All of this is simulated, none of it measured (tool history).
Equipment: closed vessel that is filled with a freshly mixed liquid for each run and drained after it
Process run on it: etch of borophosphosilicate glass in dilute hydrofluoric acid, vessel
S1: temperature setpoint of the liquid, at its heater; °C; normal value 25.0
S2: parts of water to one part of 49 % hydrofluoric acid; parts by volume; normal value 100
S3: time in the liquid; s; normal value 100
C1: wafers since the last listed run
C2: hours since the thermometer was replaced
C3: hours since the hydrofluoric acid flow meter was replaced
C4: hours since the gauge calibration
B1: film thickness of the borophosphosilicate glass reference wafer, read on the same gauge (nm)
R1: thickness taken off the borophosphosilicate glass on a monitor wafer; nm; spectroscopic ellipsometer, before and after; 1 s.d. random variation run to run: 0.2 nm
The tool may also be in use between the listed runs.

run   hour    S1   S2   S3    C1      C2     C3     C4      B1      R1
  1    0.0  25.0  100  110     0  1906.4  661.5  268.1  149.98   60.35
       6.2  -- gauge calibrated
  2   21.9  25.0  100  110  2596  1928.3  683.4   15.7  150.02   60.50
  3   36.1  25.0  100  110  1683  1942.5  697.6   29.9  149.99   60.57
  4   59.0  25.0   90  100  2714  1965.4  720.5   52.8  150.01   62.15
  5   94.0  25.0  100  100  4149  2000.4  755.5   87.8  149.98   55.47
  6  128.8  25.0  100  100  4125  2035.2  790.3  122.6  150.00   55.14
  7  148.2  25.0  100  100  2299  2054.6  809.7  142.0  150.02   55.28
     158.7  -- hydrofluoric acid flow meter replaced
     170.5  -- thermometer replaced
  8  182.8  25.0   60  100  3864    12.3   24.1  176.6  150.02   88.15
  9  210.0  25.0   80   55  3224    39.5   51.3  203.8  149.98   35.65
 10  239.6  25.0  100  100  3509    69.1   80.9  233.4  149.98   50.06
     267.3  -- gauge calibrated
 11  274.8  30.0  100  100  4172   104.3  116.1    7.5  149.98   61.56
 12  304.5  29.5  100   45  3520   134.0  145.8   37.2  150.02   27.00
 13  336.9  29.0   55  130  3840   166.4  178.2   69.6  149.98  148.71
 14  369.8  25.0  100  100  3900   199.3  211.1  102.5  150.00   50.23
 15  383.1  29.5  130  100  1576   212.6  224.4  115.8  150.01   44.39

Alternative continuations, all from the tool just after run 15; predict every row:
  A  383.8  25.0  100  100  82  213.3  225.1  116.5   ?   ?
  B  383.8  29.0  100   65  82  213.3  225.1  116.5   ?   ?
  C  383.8  22.0  115   70  82  213.3  225.1  116.5   ?   ?
  D  383.8  25.0  100   85  82  213.3  225.1  116.5   ?   ?

run      B1     R1
  A  149.98  50.57
  B  149.98  38.33
  C  149.98  26.85
  D  149.98  42.98
What these runs would have given with no unlogged condition in the tool:
run     R1
  A  49.82
  B  37.78
  C  26.45
  D  42.35

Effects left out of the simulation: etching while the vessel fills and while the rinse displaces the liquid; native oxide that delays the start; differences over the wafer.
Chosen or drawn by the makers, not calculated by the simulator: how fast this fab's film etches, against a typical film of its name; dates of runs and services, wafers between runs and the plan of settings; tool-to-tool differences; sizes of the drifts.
